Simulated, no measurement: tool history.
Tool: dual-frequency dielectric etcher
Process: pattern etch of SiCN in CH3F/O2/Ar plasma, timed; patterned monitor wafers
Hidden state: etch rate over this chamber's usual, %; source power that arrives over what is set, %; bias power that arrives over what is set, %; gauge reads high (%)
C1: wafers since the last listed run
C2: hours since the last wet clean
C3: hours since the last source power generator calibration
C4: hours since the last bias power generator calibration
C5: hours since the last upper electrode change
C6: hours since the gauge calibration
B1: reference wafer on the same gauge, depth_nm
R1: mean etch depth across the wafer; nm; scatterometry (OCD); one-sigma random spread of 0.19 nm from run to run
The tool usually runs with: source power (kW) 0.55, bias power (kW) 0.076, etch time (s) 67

run 1 day=0 | source_power_(kW)=0.63 bias_power_(kW)=0.076 etch_time_(s)=55 | C1=0 C2=435.7 C3=1829.1 C4=4009.4 C5=2174.6 C6=2673.6 | B1=24.18 | R1=24.45
run 2 day=2.267 | source_power_(kW)=0.63 bias_power_(kW)=0.076 etch_time_(s)=55 | C1=442 C2=490.1 C3=1883.5 C4=4063.8 C5=2229 C6=2728 | B1=24.21 | R1=24.26
run 3 day=3.775 | source_power_(kW)=0.55 bias_power_(kW)=0.076 etch_time_(s)=83 | C1=294 C2=526.3 C3=1919.7 C4=4100 C5=2265.2 C6=2764.2 | B1=24.17 | R1=35.52
run 4 day=5.808 | source_power_(kW)=0.55 bias_power_(kW)=0.076 etch_time_(s)=83 | C1=397 C2=575.1 C3=1968.5 C4=4148.8 C5=2314 C6=2813 | B1=24.21 | R1=35.31
run 5 day=7.358 | source_power_(kW)=0.55 bias_power_(kW)=0.076 etch_time_(s)=83 | C1=302 C2=612.3 C3=2005.7 C4=4186 C5=2351.2 C6=2850.2 | B1=24.16 | R1=35.2
-- day=10.696 wet clean of the chamber
run 6 day=10.821 | source_power_(kW)=0.55 bias_power_(kW)=0.087 etch_time_(s)=67 | C1=480 C2=3 C3=2088.8 C4=4269.1 C5=2434.3 C6=2933.3 | B1=24.15 | R1=29.76
run 7 day=14.325 | source_power_(kW)=0.51 bias_power_(kW)=0.076 etch_time_(s)=82 | C1=684 C2=87.1 C3=2172.9 C4=4353.2 C5=2518.4 C6=3017.4 | B1=24.23 | R1=33.88
run 8 day=17.112 | source_power_(kW)=0.51 bias_power_(kW)=0.076 etch_time_(s)=82 | C1=544 C2=154 C3=2239.8 C4=4420.1 C5=2585.3 C6=3084.3 | B1=24.25 | R1=33.95
run 9 day=20.354 | source_power_(kW)=0.55 bias_power_(kW)=0.076 etch_time_(s)=67 | C1=632 C2=231.8 C3=2317.6 C4=4497.9 C5=2663.1 C6=3162.1 | B1=24.18 | R1=28.56
run 10 day=23.046 | source_power_(kW)=0.55 bias_power_(kW)=0.076 etch_time_(s)=67 | C1=525 C2=296.4 C3=2382.2 C4=4562.5 C5=2727.7 C6=3226.7 | B1=24.23 | R1=28.41
-- day=24.225 source power generator calibrated
-- day=26.171 upper electrode replaced
run 11 day=26.862 | source_power_(kW)=0.55 bias_power_(kW)=0.089 etch_time_(s)=67 | C1=517 C2=388 C3=63.3 C4=4654.1 C5=16.6 C6=3318.3 | B1=24.25 | R1=29.7
run 12 day=29.617 | source_power_(kW)=0.6 bias_power_(kW)=0.076 etch_time_(s)=49.5 | C1=537 C2=454.1 C3=129.4 C4=4720.2 C5=82.7 C6=3384.4 | B1=24.27 | R1=21.74
run 13 day=33.488 | source_power_(kW)=0.55 bias_power_(kW)=0.066 etch_time_(s)=67 | C1=755 C2=547 C3=222.3 C4=4813.1 C5=175.6 C6=3477.3 | B1=24.2 | R1=26.94
-- day=36.333 wet clean of the chamber
run 14 day=37.788 | source_power_(kW)=0.66 bias_power_(kW)=0.069 etch_time_(s)=75.5 | C1=644 C2=34.9 C3=325.5 C4=4916.3 C5=278.8 C6=3580.5 | B1=24.18 | R1=32.85
run 15 day=40.158 | source_power_(kW)=0.55 bias_power_(kW)=0.076 etch_time_(s)=86.5 | C1=462 C2=91.8 C3=382.4 C4=4973.2 C5=335.7 C6=3637.4 | B1=24.22 | R1=36.9
run 16 day=43.842 | source_power_(kW)=0.62 bias_power_(kW)=0.092 etch_time_(s)=53 | C1=719 C2=180.2 C3=470.8 C4=5061.6 C5=424.1 C6=3725.8 | B1=24.23 | R1=25.02
-- day=45.558 gauge calibrated
run 17 day=48.025 | source_power_(kW)=0.51 bias_power_(kW)=0.089 etch_time_(s)=67 | C1=816 C2=280.6 C3=571.2 C4=5162 C5=524.5 C6=59.2 | B1=24.17 | R1=29.41
-- day=51.35 bias power generator calibrated
run 18 day=52.35 | source_power_(kW)=0.55 bias_power_(kW)=0.065 etch_time_(s)=67 | C1=811 C2=384.4 C3=675 C4=24 C5=628.3 C6=163 | B1=24.25 | R1=27.22
run 19 day=55.75 | source_power_(kW)=0.6 bias_power_(kW)=0.058 etch_time_(s)=79.5 | C1=663 C2=466 C3=756.6 C4=105.6 C5=709.9 C6=244.6 | B1=24.17 | R1=31.82
run 20 day=59.746 | source_power_(kW)=0.55 bias_power_(kW)=0.076 etch_time_(s)=67 | C1=780 C2=561.9 C3=852.5 C4=201.5 C5=805.8 C6=340.5 | B1=24.22 | R1=28.66
-- day=64.354 wet clean of the chamber
run 21 day=70.767 | source_power_(kW)=0.55 bias_power_(kW)=0.076 etch_time_(s)=67 | C1=1956 C2=153.9 C3=1117 C4=466 C5=1070.3 C6=605 | B1=24.18 | R1=28.42
run 22 day=75.092 | source_power_(kW)=0.46 bias_power_(kW)=0.07 etch_time_(s)=79 | C1=844 C2=257.7 C3=1220.8 C4=569.8 C5=1174.1 C6=708.8 | B1=24.23 | R1=30.65
run 23 day=78.5 | source_power_(kW)=0.49 bias_power_(kW)=0.076 etch_time_(s)=73.5 | C1=665 C2=339.5 C3=1302.6 C4=651.6 C5=1255.9 C6=790.6 | B1=24.2 | R1=29.68
run 24 day=80.496 | source_power_(kW)=0.66 bias_power_(kW)=0.086 etch_time_(s)=67 | C1=389 C2=387.4 C3=1350.5 C4=699.5 C5=1303.8 C6=838.5 | B1=24.21 | R1=31.5
run 25 day=82.379 | source_power_(kW)=0.55 bias_power_(kW)=0.076 etch_time_(s)=67 | C1=367 C2=432.6 C3=1395.7 C4=744.7 C5=1349 C6=883.7 | B1=24.24 | R1=28.44
run 26 day=84.792 | source_power_(kW)=0.46 bias_power_(kW)=0.076 etch_time_(s)=55 | C1=471 C2=490.5 C3=1453.6 C4=802.6 C5=1406.9 C6=941.6 | B1=24.16 | R1=22.14
run 27 day=87.3 | source_power_(kW)=0.55 bias_power_(kW)=0.076 etch_time_(s)=67 | C1=489 C2=550.7 C3=1513.8 C4=862.8 C5=1467.1 C6=1001.8 | B1=24.21 | R1=28.46
run 28 day=89.596 | source_power_(kW)=0.68 bias_power_(kW)=0.068 etch_time_(s)=81 | C1=448 C2=605.8 C3=1568.9 C4=917.9 C5=1522.2 C6=1056.9 | B1=24.23 | R1=35.74
-- day=92.754 wet clean of the chamber
run 29 day=92.775 | source_power_(kW)=0.55 bias_power_(kW)=0.076 etch_time_(s)=76.5 | C1=425 C2=0.5 C3=1645.2 C4=994.2 C5=1598.5 C6=1133.2 | B1=24.2 | R1=32.4
run 30 day=94.192 | source_power_(kW)=0.46 bias_power_(kW)=0.064 etch_time_(s)=76 | C1=276 C2=34.5 C3=1679.2 C4=1028.2 C5=1632.5 C6=1167.2 | B1=24.25 | R1=28.7
run 31 day=98.633 | source_power_(kW)=0.55 bias_power_(kW)=0.062 etch_time_(s)=67 | C1=867 C2=141.1 C3=1785.8 C4=1134.8 C5=1739.1 C6=1273.8 | B1=24.19 | R1=26.59

Branching from run 31: 3 alternative next runs. What would each branch give?
run A day=98.65 | source_power_(kW)=0.55 bias_power_(kW)=0.083 etch_time_(s)=67 | C1=3 C2=141.5 C3=1786.2 C4=1135.2 C5=1739.5 C6=1274.2 | B1=? | R1=?
run B day=98.65 | source_power_(kW)=0.45 bias_power_(kW)=0.087 etch_time_(s)=50 | C1=3 C2=141.5 C3=1786.2 C4=1135.2 C5=1739.5 C6=1274.2 | B1=? | R1=?
run C day=98.65 | source_power_(kW)=0.55 bias_power_(kW)=0.084 etch_time_(s)=79 | C1=3 C2=141.5 C3=1786.2 C4=1135.2 C5=1739.5 C6=1274.2 | B1=? | R1=?

run=A B1=24.16 R1=29.29
run=B B1=24.16 R1=20.81
run=C B1=24.16 R1=34.69
With no hidden state in the tool, these same runs would have given:
run=A R1=29.29
run=B R1=20.81
run=C R1=34.69
